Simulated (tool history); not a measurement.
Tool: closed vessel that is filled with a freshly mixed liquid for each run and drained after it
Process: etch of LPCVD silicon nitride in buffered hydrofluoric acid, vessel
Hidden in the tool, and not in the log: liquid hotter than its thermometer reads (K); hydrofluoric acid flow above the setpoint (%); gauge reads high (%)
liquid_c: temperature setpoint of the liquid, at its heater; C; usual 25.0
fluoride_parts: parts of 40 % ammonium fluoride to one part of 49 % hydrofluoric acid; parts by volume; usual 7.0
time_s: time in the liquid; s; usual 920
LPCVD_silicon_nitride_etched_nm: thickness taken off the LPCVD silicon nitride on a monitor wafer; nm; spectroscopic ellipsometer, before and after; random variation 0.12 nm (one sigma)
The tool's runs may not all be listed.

run   hour  liquid_c  fluoride_parts  time_s  wafers since the last listed run  hours since the thermometer was replaced  hours since the hydrofluoric acid flow meter was replaced  hours since the gauge calibration  read-back film thickness of the LPCVD silicon nitride reference wafer, read on the same gauge (nm)  LPCVD_silicon_nitride_etched_nm
  1    0.0      25.0             7.0     920                                 0                                    1648.2                                                      835.6                              175.5                                                                                               80.00                            28.81
  2    9.4      25.0             7.0     920                               348                                    1657.6                                                      845.0                              184.9                                                                                               80.04                            28.89
  3   24.4      25.0             7.0     920                               556                                    1672.6                                                      860.0                              199.9                                                                                               79.98                            28.72
  4   34.3      25.0             7.0     920                               367                                    1682.5                                                      869.9                              209.8                                                                                               80.03                            29.06
  5   48.4      25.0             7.0     920                               523                                    1696.6                                                      884.0                              223.9                                                                                               79.99                            29.01
  6   54.7      25.0             7.0     920                               233                                    1702.9                                                      890.3                              230.2                                                                                               80.06                            29.10
  7   69.6      25.0             9.0     920                               552                                    1717.8                                                      905.2                              245.1                                                                                               80.00                            22.57
  8   76.0      25.0             7.0     920                               237                                    1724.2                                                      911.6                              251.5                                                                                               79.96                            29.06
  9   82.9      25.0             7.0     920                               256                                    1731.1                                                      918.5                              258.4                                                                                               79.97                            29.00
 10   91.1      24.0             7.0     920                               304                                    1739.3                                                      926.7                              266.6                                                                                               80.01                            27.76
 11  100.0      24.0             7.0     920                               330                                    1748.2                                                      935.6                              275.5                                                                                               80.01                            27.65
 12  110.3      24.0             7.0     920                               382                                    1758.5                                                      945.9                              285.8                                                                                               80.01                            27.59
 13  127.5      25.0             7.0     920                               638                                    1775.7                                                      963.1                              303.0                                                                                               80.00                            29.33
 14  134.1      25.0             7.0     920                               244                                    1782.3                                                      969.7                              309.6                                                                                               80.02                            29.40
 15  147.9      25.0             7.0     920                               512                                    1796.1                                                      983.5                              323.4                                                                                               79.98                            29.18
 16  157.8      25.0             7.0     920                               367                                    1806.0                                                      993.4                              333.3                                                                                               79.99                            29.62
     161.9  -- hydrofluoric acid flow meter replaced
 17  171.2      25.0             5.0     920                               460                                    1819.4                                                        9.3                              346.7                                                                                               80.04                            35.49
 18  188.3      25.0             7.0     555                               634                                    1836.5                                                       26.4                              363.8                                                                                               80.03                            16.17
 19  199.6      22.0             5.0    1135                               419                                    1847.8                                                       37.7                              375.1                                                                                               80.03                            37.63
 20  214.5      25.0             7.0     920                               552                                    1862.7                                                       52.6                              390.0                                                                                               80.00                            26.93
 21  222.3      25.0             7.0     920                               289                                    1870.5                                                       60.4                              397.8                                                                                               80.00                            26.71
     225.5  -- gauge calibrated
 22  235.3      22.5             6.0     920                               482                                    1883.5                                                       73.4                                9.8                                                                                               80.03                            26.71
     247.6  -- thermometer replaced
 23  250.8      25.0             9.5     540                               538                                       3.2                                                       88.9                               25.3                                                                                               79.94                            10.48
 24  260.6      23.5             6.0     660                               363                                      13.0                                                       98.7                               35.1                                                                                               79.99                            18.33
 25  276.9      21.0             8.5     920                               604                                      29.3                                                      115.0                               51.4                                                                                               80.01                            15.92
 26  292.1      27.0             7.0     565                               564                                      44.5                                                      130.2                               66.6                                                                                               79.99                            16.71
 27  309.5      25.0             7.0     920                               645                                      61.9                                                      147.6                               84.0                                                                                               79.98                            24.55
 28  319.9      25.0             7.0     920                               385                                      72.3                                                      158.0                               94.4                                                                                               79.97                            24.43
 29  343.2      25.0             7.0     920                               864                                      95.6                                                      181.3                              117.7                                                                                               80.00                            24.51
 30  352.7      29.5             5.0     425                               352                                     105.1                                                      190.8                              127.2                                                                                               79.96                            19.44
 31  362.6      25.0             6.0     920                               367                                     115.0                                                      200.7                              137.1                                                                                               80.02                            28.60
 32  373.7      25.0             9.0    1130                               411                                     126.1                                                      211.8                              148.2                                                                                               79.98                            23.43
 33  386.2      25.0             7.0     920                               463                                     138.6                                                      224.3                              160.7                                                                                               80.03                            24.96

The tool's hidden state at each run:
gauge reads high (%): 0 in every run
H1: liquid hotter than its thermometer reads (K)
H2: hydrofluoric acid flow above the setpoint (%)
run     H1     H2
  1    2.1   10.7
  2   2.12   10.8
  3   2.13     11
  4   2.14   11.2
  5   2.16   11.3
  6   2.17   11.4
  7   2.18   11.6
  8   2.19   11.7
  9    2.2   11.8
 10   2.21   11.9
 11   2.22     12
 12   2.23   12.1
 13   2.25   12.3
 14   2.26   12.4
 15   2.27   12.6
 16   2.29   12.7
 17    2.3  0.355
 18   2.32  0.567
 19   2.33  0.707
 20   2.35  0.892
 21   2.36  0.988
 22   2.37   1.15
 23  0.385   1.34
 24  0.396   1.46
 25  0.414   1.67
 26  0.432   1.85
 27  0.452   2.07
 28  0.464    2.2
 29   0.49   2.49
 30  0.501   2.61
 31  0.513   2.73
 32  0.525   2.87
 33   0.54   3.02

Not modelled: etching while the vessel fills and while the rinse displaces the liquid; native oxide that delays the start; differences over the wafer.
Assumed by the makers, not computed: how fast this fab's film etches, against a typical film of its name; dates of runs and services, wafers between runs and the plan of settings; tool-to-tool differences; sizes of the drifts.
